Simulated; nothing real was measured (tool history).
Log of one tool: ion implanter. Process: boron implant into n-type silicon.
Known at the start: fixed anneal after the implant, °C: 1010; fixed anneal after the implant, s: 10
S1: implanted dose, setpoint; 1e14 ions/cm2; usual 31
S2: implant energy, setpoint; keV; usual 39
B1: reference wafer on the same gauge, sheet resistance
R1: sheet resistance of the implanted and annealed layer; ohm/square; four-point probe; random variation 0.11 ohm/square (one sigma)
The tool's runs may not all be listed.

{"run": 1, "hour": 0.0, "S1": 27.17, "S2": 39, "B1": 53.6, "R1": 57.53}
{"run": 2, "hour": 43.5, "S1": 27.17, "S2": 39, "B1": 53.61, "R1": 57.68}
{"run": 3, "hour": 94.1, "S1": 31, "S2": 39, "B1": 53.58, "R1": 53.23}
{"run": 4, "hour": 161.8, "S1": 31, "S2": 39, "B1": 53.56, "R1": 53.57}
{"run": 5, "hour": 204.7, "S1": 31, "S2": 39, "B1": 53.57, "R1": 53.54}
{"run": 6, "hour": 251.8, "S1": 31, "S2": 39, "B1": 53.59, "R1": 53.31}
{"run": 7, "hour": 293.8, "S1": 31, "S2": 39, "B1": 53.63, "R1": 53.28}
{"run": 8, "hour": 332.8, "S1": 31, "S2": 39, "B1": 53.59, "R1": 53.56}
{"run": 9, "hour": 373.9, "S1": 34.27, "S2": 39, "B1": 53.63, "R1": 50.85}
{"hour": 414.1, "done": "gauge calibrated"}
{"run": 10, "hour": 429.8, "S1": 31, "S2": 39, "B1": 53.6, "R1": 53.49}
{"run": 11, "hour": 485.1, "S1": 31, "S2": 39, "B1": 53.59, "R1": 53.51}
{"run": 12, "hour": 534.0, "S1": 31, "S2": 39, "B1": 53.57, "R1": 53.62}
{"run": 13, "hour": 605.5, "S1": 31, "S2": 39, "B1": 53.6, "R1": 53.44}
{"run": 14, "hour": 635.1, "S1": 31, "S2": 39, "B1": 53.62, "R1": 53.64}
{"run": 15, "hour": 692.7, "S1": 31, "S2": 39, "B1": 53.64, "R1": 53.6}
{"run": 16, "hour": 721.1, "S1": 23.95, "S2": 32, "B1": 53.58, "R1": 64.82}
{"run": 17, "hour": 791.3, "S1": 39.12, "S2": 31, "B1": 53.56, "R1": 52.02}
{"run": 18, "hour": 854.1, "S1": 31, "S2": 45, "B1": 53.62, "R1": 51.96}
{"run": 19, "hour": 923.3, "S1": 24.66, "S2": 39, "B1": 53.6, "R1": 61.21}
{"run": 20, "hour": 963.5, "S1": 31, "S2": 39, "B1": 53.6, "R1": 53.49}
{"run": 21, "hour": 1026.4, "S1": 31, "S2": 39, "B1": 53.61, "R1": 53.6}
{"run": 22, "hour": 1081.1, "S1": 40.06, "S2": 47, "B1": 53.66, "R1": 45.18}
{"hour": 1199.1, "done": "extraction supply calibrated"}
{"hour": 1233.2, "done": "gauge calibrated"}
{"run": 23, "hour": 1239.6, "S1": 27.07, "S2": 44.5, "B1": 53.6, "R1": 56.57}
{"run": 24, "hour": 1273.6, "S1": 31, "S2": 49, "B1": 53.55, "R1": 51.13}
{"run": 25, "hour": 1311.6, "S1": 31, "S2": 39, "B1": 53.61, "R1": 53.45}
{"hour": 1333.8, "done": "Faraday cup replaced and dose calibrated"}
{"run": 26, "hour": 1356.9, "S1": 40.06, "S2": 47, "B1": 53.63, "R1": 44.47}
{"run": 27, "hour": 1393.2, "S1": 31, "S2": 39, "B1": 53.61, "R1": 52.93}
{"run": 28, "hour": 1450.6, "S1": 31, "S2": 45.5, "B1": 53.6, "R1": 51.19}
{"run": 29, "hour": 1487.4, "S1": 28.64, "S2": 44.5, "B1": 53.58, "R1": 53.7}
{"run": 30, "hour": 1549.3, "S1": 24.3, "S2": 49.5, "B1": 53.62, "R1": 59.17}
{"run": 31, "hour": 1617.0, "S1": 31, "S2": 31, "B1": 53.57, "R1": 56.25}
{"run": 32, "hour": 1668.0, "S1": 34.27, "S2": 39, "B1": 53.61, "R1": 50.47}
{"run": 33, "hour": 1733.7, "S1": 24.95, "S2": 39, "B1": 53.63, "R1": 60.26}

What the log doesn't show, run by run:
deviation of the true energy from its setpoint, %: 0 in every run
gauge reads high (%): 0 in every run
H1: deviation of the true dose from the Faraday cup's reading, %
run=1 H1=-2.43
run=2 H1=-2.49
run=3 H1=-2.56
run=4 H1=-2.64
run=5 H1=-2.69
run=6 H1=-2.74
run=7 H1=-2.78
run=8 H1=-2.81
run=9 H1=-2.85
run=10 H1=-2.89
run=11 H1=-2.93
run=12 H1=-2.97
run=13 H1=-3.01
run=14 H1=-3.03
run=15 H1=-3.06
run=16 H1=-3.07
run=17 H1=-3.1
run=18 H1=-3.13
run=19 H1=-3.16
run=20 H1=-3.17
run=21 H1=-3.19
run=22 H1=-3.21
run=23 H1=-3.24
run=24 H1=-3.25
run=25 H1=-3.26
run=26 H1=-0.181
run=27 H1=-0.339
run=28 H1=-0.572
run=29 H1=-0.711
run=30 H1=-0.927
run=31 H1=-1.14
run=32 H1=-1.29
run=33 H1=-1.46
